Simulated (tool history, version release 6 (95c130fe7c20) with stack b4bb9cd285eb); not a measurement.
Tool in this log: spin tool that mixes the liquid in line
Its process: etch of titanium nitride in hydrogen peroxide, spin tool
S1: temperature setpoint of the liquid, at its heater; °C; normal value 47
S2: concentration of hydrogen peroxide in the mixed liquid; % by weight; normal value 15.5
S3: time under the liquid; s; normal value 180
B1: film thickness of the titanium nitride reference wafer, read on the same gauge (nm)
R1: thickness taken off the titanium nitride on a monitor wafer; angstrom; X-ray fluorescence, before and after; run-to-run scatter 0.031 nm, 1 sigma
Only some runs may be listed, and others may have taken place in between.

Run 1, hour 0: usual settings but S1 50 °C, S2 18.5 % by weight; B1 140. Result: R1 76.2 angstrom.
At hour 4.2: peroxide flow meter replaced.
Run 2, hour 24.2: usual settings but S1 50 °C, S2 18.5 % by weight; B1 139.98. Result: R1 75.8 angstrom.
Run 3, hour 37.2: usual settings but S2 18.5 % by weight; B1 140. Result: R1 60.7 angstrom.
Run 4, hour 60: usual settings but S2 18.5 % by weight; B1 139.97. Result: R1 61 angstrom.
Run 5, hour 77.5: usual settings; B1 140. Result: R1 59 angstrom.
Run 6, hour 128.1: usual settings; B1 140. Result: R1 59 angstrom.
At hour 156: new drum of peroxide connected.
Run 7, hour 156.5: usual settings; B1 139.99. Result: R1 59.9 angstrom.
Run 8, hour 182.1: usual settings but S1 54.5 °C; B1 140.04. Result: R1 103.2 angstrom.
At hour 219.1: gauge calibrated.
Run 9, hour 247.2: usual settings but S2 13.5 % by weight; B1 139.98. Result: R1 58.3 angstrom.
Run 10, hour 262: usual settings but S1 44 °C, S2 12 % by weight; B1 139.99. Result: R1 45.1 angstrom.
Run 11, hour 349.2: usual settings but S1 52.5 °C; B1 140.03. Result: R1 89.4 angstrom.
Run 12, hour 375.9: usual settings but S3 220 s; B1 140.02. Result: R1 72.8 angstrom.
At hour 395.7: thermometer replaced.
Run 13, hour 400.3: usual settings but S1 44.5 °C, S2 12.5 % by weight, S3 255 s; B1 139.98. Result: R1 66.9 angstrom.
Run 14, hour 413: usual settings but S2 13 % by weight, S3 95 s; B1 139.99. Result: R1 30.4 angstrom.
Run 15, hour 444.9: usual settings; B1 139.97. Result: R1 59.7 angstrom.
Run 16, hour 475.9: usual settings but S1 54.5 °C; B1 139.99. Result: R1 102.2 angstrom.
Run 17, hour 489.1: usual settings; B1 140.02. Result: R1 59 angstrom.
At hour 496.8: heated supply line repaired.
Run 18, hour 522.5: usual settings but S1 50 °C, S2 18 % by weight, S3 95 s; B1 140. Result: R1 41.8 angstrom.
Run 19, hour 598.2: usual settings; B1 140. Result: R1 62.1 angstrom.
Run 20, hour 627.3: usual settings but S3 100 s; B1 139.98. Result: R1 34.3 angstrom.
Run 21, hour 651.8: usual settings but S1 55.5 °C, S2 12 % by weight, S3 125 s; B1 139.96. Result: R1 74.8 angstrom.
Run 22, hour 670.8: usual settings but S1 44 °C, S2 14 % by weight; B1 140. Result: R1 48.3 angstrom.
Run 23, hour 693.9: usual settings but S1 55.5 °C; B1 139.98. Result: R1 112.9 angstrom.

Run 24 comes next. What will it give?
Run 24, hour 729.4: usual settings but S1 43.5 °C, S3 265 s; B1 ?. Result: R1 ?.

Logged for run 24: B1 140.03, R1 69.8 angstrom.
With the hidden condition absent and the run-to-run variation left alone, this run would have shown R1 71.1 angstrom.

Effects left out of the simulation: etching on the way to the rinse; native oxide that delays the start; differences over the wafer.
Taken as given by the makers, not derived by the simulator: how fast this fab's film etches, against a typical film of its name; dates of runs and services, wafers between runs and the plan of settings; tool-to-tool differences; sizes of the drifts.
